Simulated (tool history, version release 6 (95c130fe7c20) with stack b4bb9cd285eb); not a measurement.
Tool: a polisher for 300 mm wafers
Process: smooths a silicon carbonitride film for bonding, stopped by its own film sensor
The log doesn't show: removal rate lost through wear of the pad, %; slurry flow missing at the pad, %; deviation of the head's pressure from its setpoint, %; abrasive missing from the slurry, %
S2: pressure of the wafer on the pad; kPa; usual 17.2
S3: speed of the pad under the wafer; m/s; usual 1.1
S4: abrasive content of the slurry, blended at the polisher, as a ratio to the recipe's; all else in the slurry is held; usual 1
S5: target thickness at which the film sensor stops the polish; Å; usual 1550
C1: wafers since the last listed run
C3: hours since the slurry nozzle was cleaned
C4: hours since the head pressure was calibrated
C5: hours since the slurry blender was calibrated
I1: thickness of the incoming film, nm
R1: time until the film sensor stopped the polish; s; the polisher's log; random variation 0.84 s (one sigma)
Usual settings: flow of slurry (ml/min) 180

run 1 day=0 | flow_of_slurry_(ml/min)=180 S2=17.2 S3=1.1 S4=1 S5=1530 | C1=0 wafers_polished_on_this_pad=5377 C3=37.5 C4=130.8 C5=299.4 | I1=181.4 | R1=82
run 2 day=2.229 | flow_of_slurry_(ml/min)=180 S2=17.2 S3=1.1 S4=1 S5=1550 | C1=636 wafers_polished_on_this_pad=6014 C3=91 C4=184.3 C5=352.9 | I1=181.4 | R1=76.2
-- day=3.646 worn pad replaced by a new one
run 3 day=3.883 | flow_of_slurry_(ml/min)=180 S2=17.2 S3=1.1 S4=1 S5=1550 | C1=424 wafers_polished_on_this_pad=68 C3=130.7 C4=224 C5=392.6 | I1=179.9 | R1=70.2
run 4 day=8.375 | flow_of_slurry_(ml/min)=180 S2=17.2 S3=1.1 S4=1 S5=1500 | C1=1282 wafers_polished_on_this_pad=1350 C3=238.5 C4=331.8 C5=500.4 | I1=177.6 | R1=75.8
run 5 day=10.508 | flow_of_slurry_(ml/min)=180 S2=17.2 S3=1.1 S4=1 S5=1500 | C1=609 wafers_polished_on_this_pad=1959 C3=289.7 C4=383 C5=551.6 | I1=179.3 | R1=80.9
-- day=11.325 slurry blender recalibrated
run 6 day=12.821 | flow_of_slurry_(ml/min)=180 S2=17.2 S3=1.1 S4=1 S5=1550 | C1=636 wafers_polished_on_this_pad=2595 C3=345.2 C4=438.5 C5=35.9 | I1=180.2 | R1=69.8
-- day=14.758 head pressure recalibrated
run 7 day=15.262 | flow_of_slurry_(ml/min)=195 S2=17.2 S3=1.1 S4=1 S5=1550 | C1=673 wafers_polished_on_this_pad=3268 C3=403.8 C4=12.1 C5=94.5 | I1=181.6 | R1=82.6
run 8 day=16.979 | flow_of_slurry_(ml/min)=195 S2=17.2 S3=1.1 S4=1 S5=1550 | C1=490 wafers_polished_on_this_pad=3758 C3=445 C4=53.3 C5=135.7 | I1=176.9 | R1=65
run 9 day=19.067 | flow_of_slurry_(ml/min)=195 S2=17.2 S3=1.1 S4=1 S5=1550 | C1=595 wafers_polished_on_this_pad=4354 C3=495.1 C4=103.4 C5=185.8 | I1=180.3 | R1=74.8
-- day=21.054 slurry nozzle cleaned
run 10 day=22.317 | flow_of_slurry_(ml/min)=180 S2=22.1 S3=1.1 S4=1 S5=1550 | C1=915 wafers_polished_on_this_pad=5270 C3=30.3 C4=181.4 C5=263.8 | I1=183.8 | R1=64
-- day=25.467 worn pad replaced by a new one
run 11 day=25.6 | flow_of_slurry_(ml/min)=180 S2=17.2 S3=1.1 S4=1 S5=1550 | C1=889 wafers_polished_on_this_pad=38 C3=109.1 C4=260.2 C5=342.6 | I1=177.4 | R1=64.8
run 12 day=28.946 | flow_of_slurry_(ml/min)=180 S2=17.2 S3=1.1 S4=1 S5=1550 | C1=955 wafers_polished_on_this_pad=993 C3=189.4 C4=340.5 C5=422.9 | I1=180.2 | R1=72.5
run 13 day=31.767 | flow_of_slurry_(ml/min)=180 S2=17.2 S3=1.1 S4=1 S5=1550 | C1=805 wafers_polished_on_this_pad=1798 C3=257.1 C4=408.2 C5=490.6 | I1=179.4 | R1=68.9
-- day=33.192 slurry blender recalibrated
run 14 day=34.612 | flow_of_slurry_(ml/min)=140 S2=17.2 S3=1.1 S4=1 S5=1550 | C1=788 wafers_polished_on_this_pad=2587 C3=325.4 C4=476.5 C5=34.1 | I1=181.6 | R1=78.4
-- day=35.142 head pressure recalibrated
run 15 day=38.821 | flow_of_slurry_(ml/min)=235 S2=17.2 S3=1.1 S4=1 S5=1460 | C1=1177 wafers_polished_on_this_pad=3765 C3=426.4 C4=88.3 C5=135.1 | I1=179.4 | R1=94
-- day=41.625 slurry nozzle cleaned
run 16 day=41.775 | flow_of_slurry_(ml/min)=180 S2=17.2 S3=1.1 S4=1 S5=1550 | C1=831 wafers_polished_on_this_pad=4596 C3=3.6 C4=159.2 C5=206 | I1=178.2 | R1=66.1
-- day=43.75 worn pad replaced by a new one
run 17 day=44.079 | flow_of_slurry_(ml/min)=180 S2=11.7 S3=1.1 S4=1 S5=1550 | C1=610 wafers_polished_on_this_pad=94 C3=58.9 C4=214.5 C5=261.3 | I1=181 | R1=107.9
run 18 day=46.088 | flow_of_slurry_(ml/min)=180 S2=17.2 S3=0.88 S4=1 S5=1550 | C1=573 wafers_polished_on_this_pad=667 C3=107.1 C4=262.7 C5=309.5 | I1=182.5 | R1=91.1
run 19 day=49.938 | flow_of_slurry_(ml/min)=180 S2=17.2 S3=1.1 S4=1 S5=1550 | C1=1099 wafers_polished_on_this_pad=1766 C3=199.5 C4=355.1 C5=401.9 | I1=180.3 | R1=70.5
-- day=53.071 slurry blender recalibrated
run 20 day=53.912 | flow_of_slurry_(ml/min)=180 S2=17.2 S3=1.1 S4=1 S5=1550 | C1=1110 wafers_polished_on_this_pad=2877 C3=294.9 C4=450.5 C5=20.2 | I1=178.1 | R1=63.2
run 21 day=57.175 | flow_of_slurry_(ml/min)=180 S2=17.2 S3=1.1 S4=1 S5=1550 | C1=931 wafers_polished_on_this_pad=3809 C3=373.2 C4=528.8 C5=98.5 | I1=178.8 | R1=65.3
-- day=59.3 head pressure recalibrated
run 22 day=60.812 | flow_of_slurry_(ml/min)=180 S2=17.2 S3=1.1 S4=1 S5=1550 | C1=1014 wafers_polished_on_this_pad=4823 C3=460.5 C4=36.3 C5=185.8 | I1=179.2 | R1=72.9
-- day=63.129 worn pad replaced by a new one
-- day=64.058 slurry nozzle cleaned
run 23 day=64.562 | flow_of_slurry_(ml/min)=180 S2=15.2 S3=1.1 S4=0.9 S5=1550 | C1=1011 wafers_polished_on_this_pad=397 C3=12.1 C4=126.3 C5=275.8 | I1=179.1 | R1=84.5
run 24 day=67.962 | flow_of_slurry_(ml/min)=180 S2=17.2 S3=1.1 S4=0.8 S5=1550 | C1=970 wafers_polished_on_this_pad=1368 C3=93.7 C4=207.9 C5=357.4 | I1=181.3 | R1=85
run 25 day=70.712 | flow_of_slurry_(ml/min)=180 S2=17.2 S3=1.1 S4=1.2 S5=1550 | C1=785 wafers_polished_on_this_pad=2153 C3=159.7 C4=273.9 C5=423.4 | I1=177.5 | R1=57.8
-- day=71.858 slurry blender recalibrated
run 26 day=73.679 | flow_of_slurry_(ml/min)=180 S2=17.2 S3=1.1 S4=1.1 S5=1550 | C1=823 wafers_polished_on_this_pad=2976 C3=230.9 C4=345.1 C5=43.7 | I1=180.5 | R1=67.9
run 27 day=75.683 | flow_of_slurry_(ml/min)=180 S2=17.2 S3=1.32 S4=1 S5=1510 | C1=572 wafers_polished_on_this_pad=3548 C3=279 C4=393.2 C5=91.8 | I1=180.5 | R1=71.1
run 28 day=79.521 | flow_of_slurry_(ml/min)=180 S2=17.2 S3=0.84 S4=0.75 S5=1550 | C1=1095 wafers_polished_on_this_pad=4643 C3=371.1 C4=485.3 C5=183.9 | I1=179.7 | R1=100.4
-- day=81.188 head pressure recalibrated
-- day=81.458 worn pad replaced by a new one
run 29 day=83.138 | flow_of_slurry_(ml/min)=180 S2=17.2 S3=1.1 S4=1 S5=1550 | C1=961 wafers_polished_on_this_pad=478 C3=457.9 C4=46.8 C5=270.7 | I1=179 | R1=71.9
-- day=83.383 slurry nozzle cleaned
run 30 day=87.583 | flow_of_slurry_(ml/min)=180 S2=17.2 S3=0.98 S4=1 S5=1620 | C1=1257 wafers_polished_on_this_pad=1736 C3=100.8 C4=153.5 C5=377.4 | I1=182 | R1=62.8

The tool's hidden state at each run:
removal rate lost through wear of the pad, %: 0 in every run
slurry flow missing at the pad, %: 0 in every run
abrasive missing from the slurry, %: 0 in every run
H1: deviation of the head's pressure from its setpoint, %
run=1 H1=7.57
run=2 H1=9.15
run=3 H1=10
run=4 H1=11.6
run=5 H1=12.1
run=6 H1=12.5
run=7 H1=-1.32
run=8 H1=1.22
run=9 H1=3.58
run=10 H1=6.11
run=11 H1=7.72
run=12 H1=8.74
run=13 H1=9.3
run=14 H1=9.68
run=15 H1=5.05
run=16 H1=7.62
run=17 H1=8.99
run=18 H1=9.87
run=19 H1=11
run=20 H1=11.7
run=21 H1=12
run=22 H1=1.69
run=23 H1=5.9
run=24 H1=8.19
run=25 H1=9.38
run=26 H1=10.2
run=27 H1=10.6
run=28 H1=11.2
run=29 H1=4.2
run=30 H1=8.68

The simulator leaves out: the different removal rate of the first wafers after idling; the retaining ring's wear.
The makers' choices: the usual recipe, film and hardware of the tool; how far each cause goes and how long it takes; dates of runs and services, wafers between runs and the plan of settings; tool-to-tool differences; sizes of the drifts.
